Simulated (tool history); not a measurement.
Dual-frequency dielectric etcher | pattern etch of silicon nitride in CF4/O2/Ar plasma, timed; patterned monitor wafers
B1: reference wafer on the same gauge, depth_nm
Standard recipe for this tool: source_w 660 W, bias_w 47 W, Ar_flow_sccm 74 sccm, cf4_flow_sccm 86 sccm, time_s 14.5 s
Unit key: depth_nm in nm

{"run": 1, "hour": 0.0, "source_w": 660, "bias_w": 40, "Ar_flow_sccm": 74, "cf4_flow_sccm": 65, "time_s": 18.5, "B1": 41.81, "depth_nm": 40.81}
{"run": 2, "hour": 161.8, "source_w": 660, "bias_w": 52, "Ar_flow_sccm": 74, "cf4_flow_sccm": 86, "time_s": 14.5, "B1": 41.84, "depth_nm": 38.6}
{"run": 3, "hour": 232.0, "source_w": 560, "bias_w": 43, "Ar_flow_sccm": 61, "cf4_flow_sccm": 86, "time_s": 14.5, "B1": 41.82, "depth_nm": 31.32}
{"hour": 241.9, "done": "gauge calibrated"}
{"run": 4, "hour": 288.4, "source_w": 730, "bias_w": 47, "Ar_flow_sccm": 59, "cf4_flow_sccm": 86, "time_s": 14.5, "B1": 41.75, "depth_nm": 41.12}
{"hour": 295.1, "done": "Ar flow controller replaced"}
{"hour": 344.9, "done": "wet clean of the chamber"}
{"run": 5, "hour": 345.4, "source_w": 730, "bias_w": 47, "Ar_flow_sccm": 59, "cf4_flow_sccm": 86, "time_s": 14.5, "B1": 41.74, "depth_nm": 39.71}
{"run": 6, "hour": 392.5, "source_w": 660, "bias_w": 39, "Ar_flow_sccm": 83, "cf4_flow_sccm": 86, "time_s": 14.5, "B1": 41.83, "depth_nm": 32.48}
{"run": 7, "hour": 424.4, "source_w": 660, "bias_w": 47, "Ar_flow_sccm": 74, "cf4_flow_sccm": 86, "time_s": 16.5, "B1": 41.8, "depth_nm": 41.3}
{"run": 8, "hour": 449.0, "source_w": 660, "bias_w": 47, "Ar_flow_sccm": 74, "cf4_flow_sccm": 86, "time_s": 14.5, "B1": 41.85, "depth_nm": 36.32}
{"run": 9, "hour": 483.8, "source_w": 660, "bias_w": 51, "Ar_flow_sccm": 61, "cf4_flow_sccm": 86, "time_s": 14.5, "B1": 41.8, "depth_nm": 38.55}
{"hour": 550.3, "done": "upper electrode replaced"}
{"run": 10, "hour": 550.8, "source_w": 780, "bias_w": 47, "Ar_flow_sccm": 74, "cf4_flow_sccm": 86, "time_s": 10, "B1": 41.73, "depth_nm": 28.56}
{"run": 11, "hour": 574.5, "source_w": 660, "bias_w": 47, "Ar_flow_sccm": 84, "cf4_flow_sccm": 106, "time_s": 14.5, "B1": 41.81, "depth_nm": 37.15}
{"hour": 590.7, "done": "CF4 flow controller replaced"}
{"run": 12, "hour": 665.0, "source_w": 660, "bias_w": 47, "Ar_flow_sccm": 74, "cf4_flow_sccm": 86, "time_s": 14.5, "B1": 41.85, "depth_nm": 36.36}
{"run": 13, "hour": 736.5, "source_w": 660, "bias_w": 47, "Ar_flow_sccm": 74, "cf4_flow_sccm": 86, "time_s": 14.5, "B1": 41.85, "depth_nm": 36.71}
{"run": 14, "hour": 771.7, "source_w": 660, "bias_w": 56, "Ar_flow_sccm": 74, "cf4_flow_sccm": 75, "time_s": 14.5, "B1": 41.81, "depth_nm": 39.71}
{"hour": 834.1, "done": "wet clean of the chamber"}
{"run": 15, "hour": 834.6, "source_w": 660, "bias_w": 47, "Ar_flow_sccm": 74, "cf4_flow_sccm": 86, "time_s": 16, "B1": 41.81, "depth_nm": 39.56}
{"run": 16, "hour": 862.2, "source_w": 710, "bias_w": 47, "Ar_flow_sccm": 65, "cf4_flow_sccm": 86, "time_s": 14.5, "B1": 41.81, "depth_nm": 38.35}
{"run": 17, "hour": 930.8, "source_w": 730, "bias_w": 47, "Ar_flow_sccm": 59, "cf4_flow_sccm": 86, "time_s": 14.5, "B1": 41.74, "depth_nm": 39.75}
{"run": 18, "hour": 993.1, "source_w": 660, "bias_w": 47, "Ar_flow_sccm": 74, "cf4_flow_sccm": 99, "time_s": 14.5, "B1": 41.8, "depth_nm": 36.43}
{"run": 19, "hour": 1038.8, "source_w": 660, "bias_w": 47, "Ar_flow_sccm": 74, "cf4_flow_sccm": 86, "time_s": 14.5, "B1": 41.84, "depth_nm": 36.33}
{"run": 20, "hour": 1092.3, "source_w": 660, "bias_w": 47, "Ar_flow_sccm": 74, "cf4_flow_sccm": 86, "time_s": 14.5, "B1": 41.78, "depth_nm": 36.04}
{"run": 21, "hour": 1160.8, "source_w": 660, "bias_w": 56, "Ar_flow_sccm": 74, "cf4_flow_sccm": 97, "time_s": 14.5, "B1": 41.75, "depth_nm": 40.23}

4 ways to go on from here, each from the tool as it stands after run 21. What would each give?
{"run": "A", "hour": 1161.2, "source_w": 660, "bias_w": 47, "Ar_flow_sccm": 74, "cf4_flow_sccm": 86, "time_s": 14.5, "B1": "?", "depth_nm": "?"}
{"run": "B", "hour": 1161.2, "source_w": 780, "bias_w": 47, "Ar_flow_sccm": 90, "cf4_flow_sccm": 71, "time_s": 14.5, "B1": "?", "depth_nm": "?"}
{"run": "C", "hour": 1161.2, "source_w": 740, "bias_w": 55, "Ar_flow_sccm": 74, "cf4_flow_sccm": 86, "time_s": 14.5, "B1": "?", "depth_nm": "?"}
{"run": "D", "hour": 1161.2, "source_w": 660, "bias_w": 38, "Ar_flow_sccm": 74, "cf4_flow_sccm": 86, "time_s": 14.5, "B1": "?", "depth_nm": "?"}

run=A B1=41.76 depth_nm=36.26
run=B B1=41.76 depth_nm=39.8
run=C B1=41.76 depth_nm=43.15
run=D B1=41.76 depth_nm=32.58
What these runs would have given with no unlogged condition in the tool:
run=A depth_nm=35.8
run=B depth_nm=39.29
run=C depth_nm=42.6
run=D depth_nm=32.16
